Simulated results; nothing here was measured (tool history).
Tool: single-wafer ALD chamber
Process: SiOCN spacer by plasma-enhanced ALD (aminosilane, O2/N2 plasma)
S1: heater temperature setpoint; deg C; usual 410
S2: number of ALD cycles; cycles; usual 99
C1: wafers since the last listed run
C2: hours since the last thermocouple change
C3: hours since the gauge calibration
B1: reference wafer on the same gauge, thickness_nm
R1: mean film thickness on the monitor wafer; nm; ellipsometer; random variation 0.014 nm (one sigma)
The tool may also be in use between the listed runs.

run	hour	S1	S2	C1	C2	C3	B1	R1
1	0.0	410	114	0	2349.4	201.9	6.441	6.580
2	30.5	410	99	111	2379.9	232.4	6.444	5.742
3	51.4	410	99	76	2400.8	253.3	6.438	5.721
4	64.5	410	99	47	2413.9	266.4	6.441	5.717
5	88.7	410	99	88	2438.1	290.6	6.438	5.734
6	104.3	398	99	56	2453.7	306.2	6.441	5.905
7	123.5	410	99	70	2472.9	325.4	6.439	5.743
8	153.3	410	99	108	2502.7	355.2	6.437	5.746
9	178.2	410	99	90	2527.6	380.1	6.440	5.725
10	206.9	410	91	104	2556.3	408.8	6.440	5.250
11	258.4	410	91	187	2607.8	460.3	6.443	5.268
12	283.7	410	91	92	2633.1	485.6	6.442	5.267
13	299.6	410	99	57	2649.0	501.5	6.439	5.752
14	320.9	410	99	77	2670.3	522.8	6.438	5.716
15	344.7	410	86	86	2694.1	546.6	6.440	4.974
16	370.4	410	86	93	2719.8	572.3	6.439	4.984
17	401.4	410	86	113	2750.8	603.3	6.436	4.976
18	414.6	410	99	48	2764.0	616.5	6.447	5.726
19	448.5	403	112	123	2797.9	650.4	6.437	6.622
# hour 493.2: gauge calibrated
20	497.8	410	99	179	2847.2	4.6	6.441	5.725
21	534.7	410	91	134	2884.1	41.5	6.437	5.251
22	569.8	414	111	128	2919.2	76.6	6.447	6.364
23	587.5	401	82	64	2936.9	94.3	6.439	4.866
24	609.2	422	110	79	2958.6	116.0	6.438	6.147
# hour 625.1: thermocouple changed; heater temperature recalibrated
25	636.9	410	99	71	11.8	143.7	6.436	5.759
26	666.9	399	109	109	41.8	173.7	6.436	6.490
27	700.8	410	114	123	75.7	207.6	6.437	6.613
28	729.7	410	114	105	104.6	236.5	6.440	6.592
29	750.8	410	116	76	125.7	257.6	6.441	6.734
30	772.3	410	111	78	147.2	279.1	6.441	6.386
31	807.2	399	92	127	182.1	314.0	6.444	5.474
32	825.3	410	99	66	200.2	332.1	6.440	5.716
33	841.7	416	99	59	216.6	348.5	6.441	5.655
34	859.3	406	99	64	234.2	366.1	6.435	5.799
35	890.9	400	86	115	265.8	397.7	6.442	5.120
36	904.2	401	107	48	279.1	411.0	6.441	6.351
37	939.9	410	99	130	314.8	446.7	6.441	5.715

What the log doesn't show, run by run:
wafer temperature above the value expected at the setpoint (K): 0 in every run
gauge reads high (%): 0 in every run

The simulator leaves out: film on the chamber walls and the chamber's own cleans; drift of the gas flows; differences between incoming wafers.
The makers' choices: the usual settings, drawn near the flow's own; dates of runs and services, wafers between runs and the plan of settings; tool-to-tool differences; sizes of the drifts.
